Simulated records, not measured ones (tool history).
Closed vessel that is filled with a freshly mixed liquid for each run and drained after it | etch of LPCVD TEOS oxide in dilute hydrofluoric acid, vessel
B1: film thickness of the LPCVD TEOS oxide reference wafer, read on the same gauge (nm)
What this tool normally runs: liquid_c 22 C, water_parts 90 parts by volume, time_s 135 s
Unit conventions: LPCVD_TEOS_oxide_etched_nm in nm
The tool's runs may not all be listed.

Run 1, hour 0: usual settings but liquid_c 20.5 C; B1 39.83. Result: LPCVD_TEOS_oxide_etched_nm 29.17 nm.
Run 2, hour 34: usual settings but liquid_c 20.5 C; B1 39.82. Result: LPCVD_TEOS_oxide_etched_nm 28.91 nm.
Run 3, hour 59: usual settings but water_parts 60 parts by volume; B1 39.78. Result: LPCVD_TEOS_oxide_etched_nm 47.95 nm.
Run 4, hour 92.1: usual settings but water_parts 60 parts by volume; B1 39.75. Result: LPCVD_TEOS_oxide_etched_nm 47.88 nm.
Run 5, hour 111.3: usual settings but water_parts 60 parts by volume; B1 39.72. Result: LPCVD_TEOS_oxide_etched_nm 47.67 nm.
Run 6, hour 141.1: usual settings but liquid_c 24 C; B1 39.68. Result: LPCVD_TEOS_oxide_etched_nm 33.58 nm.
Run 7, hour 173.2: usual settings but liquid_c 24 C; B1 39.59. Result: LPCVD_TEOS_oxide_etched_nm 33.46 nm.
At hour 192.6: thermometer replaced.
Run 8, hour 193.2: usual settings but liquid_c 24 C; B1 39.61. Result: LPCVD_TEOS_oxide_etched_nm 33.24 nm.
Run 9, hour 220.8: usual settings but time_s 75 s; B1 39.54. Result: LPCVD_TEOS_oxide_etched_nm 17.09 nm.
At hour 236.3: hydrofluoric acid flow meter replaced.
Run 10, hour 237.5: usual settings but time_s 75 s; B1 39.48. Result: LPCVD_TEOS_oxide_etched_nm 16.96 nm.
Run 11, hour 262.8: usual settings but water_parts 80 parts by volume, time_s 65 s; B1 39.44. Result: LPCVD_TEOS_oxide_etched_nm 16.84 nm.
Run 12, hour 292.2: usual settings; B1 39.38. Result: LPCVD_TEOS_oxide_etched_nm 30.29 nm.
Run 13, hour 318.8: usual settings but water_parts 105 parts by volume; B1 39.3. Result: LPCVD_TEOS_oxide_etched_nm 25.44 nm.
Run 14, hour 338.1: usual settings but liquid_c 23.5 C, water_parts 125 parts by volume; B1 39.27. Result: LPCVD_TEOS_oxide_etched_nm 22.43 nm.
At hour 350.9: gauge calibrated.
Run 15, hour 356.9: usual settings; B1 39.98. Result: LPCVD_TEOS_oxide_etched_nm 31.12 nm.
Run 16, hour 391.2: usual settings but time_s 205 s; B1 40.03. Result: LPCVD_TEOS_oxide_etched_nm 47.42 nm.
Run 17, hour 416.3: usual settings but time_s 175 s; B1 39.99. Result: LPCVD_TEOS_oxide_etched_nm 40.47 nm.
Run 18, hour 448.2: usual settings but liquid_c 20 C, water_parts 55 parts by volume, time_s 55 s; B1 39.99. Result: LPCVD_TEOS_oxide_etched_nm 19.8 nm.
Run 19, hour 466.7: usual settings but time_s 105 s; B1 39.98. Result: LPCVD_TEOS_oxide_etched_nm 24.28 nm.
Run 20, hour 489.1: usual settings; B1 39.94. Result: LPCVD_TEOS_oxide_etched_nm 31.31 nm.
Run 21, hour 506.4: usual settings but liquid_c 17.5 C, water_parts 100 parts by volume, time_s 160 s; B1 39.98. Result: LPCVD_TEOS_oxide_etched_nm 27.09 nm.

Here are 4 independent what-if runs from the current tool condition. What would each one return?
Run A, hour 507.1: usual settings; B1 ?. Result: LPCVD_TEOS_oxide_etched_nm ?.
Run B, hour 507.1: usual settings but time_s 185 s; B1 ?. Result: LPCVD_TEOS_oxide_etched_nm ?.
Run C, hour 507.1: usual settings but liquid_c 25.5 C, time_s 195 s; B1 ?. Result: LPCVD_TEOS_oxide_etched_nm ?.
Run D, hour 507.1: usual settings but liquid_c 24 C, water_parts 55 parts by volume, time_s 180 s; B1 ?. Result: LPCVD_TEOS_oxide_etched_nm ?.

run     B1  LPCVD_TEOS_oxide_etched_nm
  A  39.98                       30.91
  B  39.98                       42.36
  C  39.98                       51.35
  D  39.98                       76.45
With no hidden state in the tool, these same runs would have given:
run  LPCVD_TEOS_oxide_etched_nm
  A                       30.95
  B                       42.41
  C                       51.42
  D                       76.54
